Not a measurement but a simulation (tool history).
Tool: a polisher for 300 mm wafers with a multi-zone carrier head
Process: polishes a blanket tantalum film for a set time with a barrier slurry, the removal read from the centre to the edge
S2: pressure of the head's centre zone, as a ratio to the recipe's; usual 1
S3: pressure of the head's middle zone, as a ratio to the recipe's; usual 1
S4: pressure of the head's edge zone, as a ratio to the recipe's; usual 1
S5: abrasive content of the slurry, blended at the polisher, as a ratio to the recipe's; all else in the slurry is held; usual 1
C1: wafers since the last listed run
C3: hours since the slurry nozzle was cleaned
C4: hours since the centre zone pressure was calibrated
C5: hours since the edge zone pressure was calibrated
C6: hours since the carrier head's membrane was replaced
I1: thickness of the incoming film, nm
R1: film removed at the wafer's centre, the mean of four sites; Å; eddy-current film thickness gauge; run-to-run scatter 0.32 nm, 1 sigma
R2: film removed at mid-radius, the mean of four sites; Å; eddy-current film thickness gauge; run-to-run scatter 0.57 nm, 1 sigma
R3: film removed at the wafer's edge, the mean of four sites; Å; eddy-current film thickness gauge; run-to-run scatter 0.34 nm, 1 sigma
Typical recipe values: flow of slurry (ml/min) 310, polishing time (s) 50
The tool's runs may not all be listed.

run 1 hour=0 | flow_of_slurry_(ml/min)=310 S2=1 S3=1 S4=1 S5=1 polishing_time_(s)=50 | C1=0 wafers_polished_on_this_pad=38 C3=175.1 C4=124 C5=920.6 C6=764.7 | I1=291.9 | R1=383 R2=401 R3=415
run 2 hour=17.3 | flow_of_slurry_(ml/min)=310 S2=1 S3=1 S4=1.04 S5=1 polishing_time_(s)=50 | C1=147 wafers_polished_on_this_pad=185 C3=192.4 C4=141.3 C5=937.9 C6=782 | I1=286.9 | R1=379 R2=394 R3=413
run 3 hour=33.7 | flow_of_slurry_(ml/min)=310 S2=0.93 S3=1 S4=1 S5=1 polishing_time_(s)=62 | C1=139 wafers_polished_on_this_pad=324 C3=208.8 C4=157.7 C5=954.3 C6=798.4 | I1=292.9 | R1=424 R2=483 R3=496
-- hour=47.5 carrier head's membrane replaced by a new one
run 4 hour=64.8 | flow_of_slurry_(ml/min)=310 S2=1 S3=1.03 S4=1 S5=1 polishing_time_(s)=44 | C1=221 wafers_polished_on_this_pad=546 C3=239.9 C4=188.8 C5=985.4 C6=17.3 | I1=285.5 | R1=319 R2=352 R3=342
run 5 hour=79 | flow_of_slurry_(ml/min)=415 S2=0.9 S3=1.04 S4=1 S5=1 polishing_time_(s)=50 | C1=120 wafers_polished_on_this_pad=667 C3=254.1 C4=203 C5=999.6 C6=31.5 | I1=288.2 | R1=335 R2=411 R3=397
run 6 hour=110.2 | flow_of_slurry_(ml/min)=310 S2=1.09 S3=1 S4=1 S5=1 polishing_time_(s)=50 | C1=265 wafers_polished_on_this_pad=932 C3=285.3 C4=234.2 C5=1030.8 C6=62.7 | I1=291.6 | R1=378 R2=383 R3=388
-- hour=151.2 edge zone pressure recalibrated
run 7 hour=174.1 | flow_of_slurry_(ml/min)=310 S2=1 S3=1 S4=1 S5=1 polishing_time_(s)=50 | C1=526 wafers_polished_on_this_pad=1459 C3=349.2 C4=298.1 C5=22.9 C6=126.6 | I1=287.9 | R1=342 R2=373 R3=386
-- hour=186.5 slurry nozzle cleaned
run 8 hour=198.4 | flow_of_slurry_(ml/min)=310 S2=1 S3=1 S4=1.03 S5=1 polishing_time_(s)=50 | C1=198 wafers_polished_on_this_pad=1657 C3=11.9 C4=322.4 C5=47.2 C6=150.9 | I1=288.3 | R1=335 R2=367 R3=385
run 9 hour=213 | flow_of_slurry_(ml/min)=310 S2=1 S3=1 S4=1 S5=0.85 polishing_time_(s)=50 | C1=124 wafers_polished_on_this_pad=1781 C3=26.5 C4=337 C5=61.8 C6=165.5 | I1=292.9 | R1=321 R2=361 R3=363
-- hour=223.4 worn pad replaced by a new one
run 10 hour=248.4 | flow_of_slurry_(ml/min)=310 S2=1.09 S3=1 S4=1 S5=1 polishing_time_(s)=50 | C1=266 wafers_polished_on_this_pad=212 C3=61.9 C4=372.4 C5=97.2 C6=200.9 | I1=287.1 | R1=387 R2=398 R3=404
run 11 hour=274.5 | flow_of_slurry_(ml/min)=310 S2=1.04 S3=1.06 S4=0.96 S5=1.2 polishing_time_(s)=50 | C1=221 wafers_polished_on_this_pad=434 C3=88 C4=398.5 C5=123.3 C6=227 | I1=288.7 | R1=378 R2=420 R3=406
run 12 hour=294.8 | flow_of_slurry_(ml/min)=310 S2=1 S3=1.05 S4=0.94 S5=0.9 polishing_time_(s)=67 | C1=172 wafers_polished_on_this_pad=606 C3=108.3 C4=418.8 C5=143.6 C6=247.3 | I1=287.3 | R1=447 R2=510 R3=506
-- hour=300.3 centre zone pressure recalibrated
run 13 hour=316.9 | flow_of_slurry_(ml/min)=310 S2=1 S3=1 S4=1 S5=1 polishing_time_(s)=50 | C1=170 wafers_polished_on_this_pad=777 C3=130.4 C4=16.6 C5=165.7 C6=269.4 | I1=284.8 | R1=377 R2=383 R3=394
run 14 hour=339.6 | flow_of_slurry_(ml/min)=310 S2=1 S3=0.91 S4=1 S5=1 polishing_time_(s)=67 | C1=193 wafers_polished_on_this_pad=970 C3=153.1 C4=39.3 C5=188.4 C6=292.1 | I1=292.4 | R1=487 R2=475 R3=516
run 15 hour=373.5 | flow_of_slurry_(ml/min)=310 S2=1 S3=1 S4=1 S5=1 polishing_time_(s)=50 | C1=288 wafers_polished_on_this_pad=1258 C3=187 C4=73.2 C5=222.3 C6=326 | I1=288 | R1=365 R2=366 R3=378
run 16 hour=404.3 | flow_of_slurry_(ml/min)=310 S2=1.06 S3=1 S4=1 S5=1 polishing_time_(s)=35 | C1=261 wafers_polished_on_this_pad=1520 C3=217.8 C4=104 C5=253.1 C6=356.8 | I1=289.4 | R1=271 R2=262 R3=266
run 17 hour=433 | flow_of_slurry_(ml/min)=310 S2=1 S3=1 S4=1 S5=1 polishing_time_(s)=50 | C1=244 wafers_polished_on_this_pad=1764 C3=246.5 C4=132.7 C5=281.8 C6=385.5 | I1=288.8 | R1=356 R2=381 R3=386
-- hour=437.6 worn pad replaced by a new one
run 18 hour=451 | flow_of_slurry_(ml/min)=310 S2=1 S3=1 S4=1 S5=1 polishing_time_(s)=50 | C1=119 wafers_polished_on_this_pad=114 C3=264.5 C4=150.7 C5=299.8 C6=403.5 | I1=287.9 | R1=386 R2=398 R3=410
run 19 hour=486.9 | flow_of_slurry_(ml/min)=385 S2=1 S3=1 S4=1.04 S5=0.9 polishing_time_(s)=50 | C1=305 wafers_polished_on_this_pad=419 C3=300.4 C4=186.6 C5=335.7 C6=439.4 | I1=286.5 | R1=365 R2=391 R3=404
run 20 hour=518.5 | flow_of_slurry_(ml/min)=310 S2=1 S3=1 S4=1 S5=1 polishing_time_(s)=50 | C1=268 wafers_polished_on_this_pad=688 C3=332 C4=218.2 C5=367.3 C6=471 | I1=295.1 | R1=357 R2=393 R3=389
run 21 hour=543 | flow_of_slurry_(ml/min)=265 S2=1.05 S3=1 S4=1 S5=1 polishing_time_(s)=50 | C1=208 wafers_polished_on_this_pad=896 C3=356.5 C4=242.7 C5=391.8 C6=495.5 | I1=291.4 | R1=363 R2=375 R3=376
-- hour=563 slurry nozzle cleaned
run 22 hour=602.9 | flow_of_slurry_(ml/min)=340 S2=1.07 S3=1 S4=1 S5=1 polishing_time_(s)=50 | C1=500 wafers_polished_on_this_pad=1397 C3=39.9 C4=302.6 C5=451.7 C6=555.4 | I1=287.8 | R1=367 R2=370 R3=388

Alternative continuations, all from the tool just after run 22; predict every row:
run A hour=603.3 | flow_of_slurry_(ml/min)=310 S2=1 S3=0.89 S4=1 S5=1 polishing_time_(s)=50 | C1=3 wafers_polished_on_this_pad=1400 C3=40.3 C4=303 C5=452.1 C6=555.8 | I1=288.1 | R1=? R2=? R3=?
run B hour=603.3 | flow_of_slurry_(ml/min)=310 S2=1 S3=1 S4=1 S5=1 polishing_time_(s)=60 | C1=3 wafers_polished_on_this_pad=1400 C3=40.3 C4=303 C5=452.1 C6=555.8 | I1=288.1 | R1=? R2=? R3=?
run C hour=603.3 | flow_of_slurry_(ml/min)=355 S2=1.05 S3=1 S4=1 S5=1 polishing_time_(s)=50 | C1=3 wafers_polished_on_this_pad=1400 C3=40.3 C4=303 C5=452.1 C6=555.8 | I1=288.1 | R1=? R2=? R3=?

run=A R1=341 R2=344 R3=386
run=B R1=409 R2=451 R3=463
run=C R1=361 R2=381 R3=389
Take away the tool's hidden state, keep each run's random variation, and the runs would have read:
run=A R1=403 R2=375 R3=422
run=B R1=484 R2=493 R3=505
run=C R1=427 R2=416 R3=425
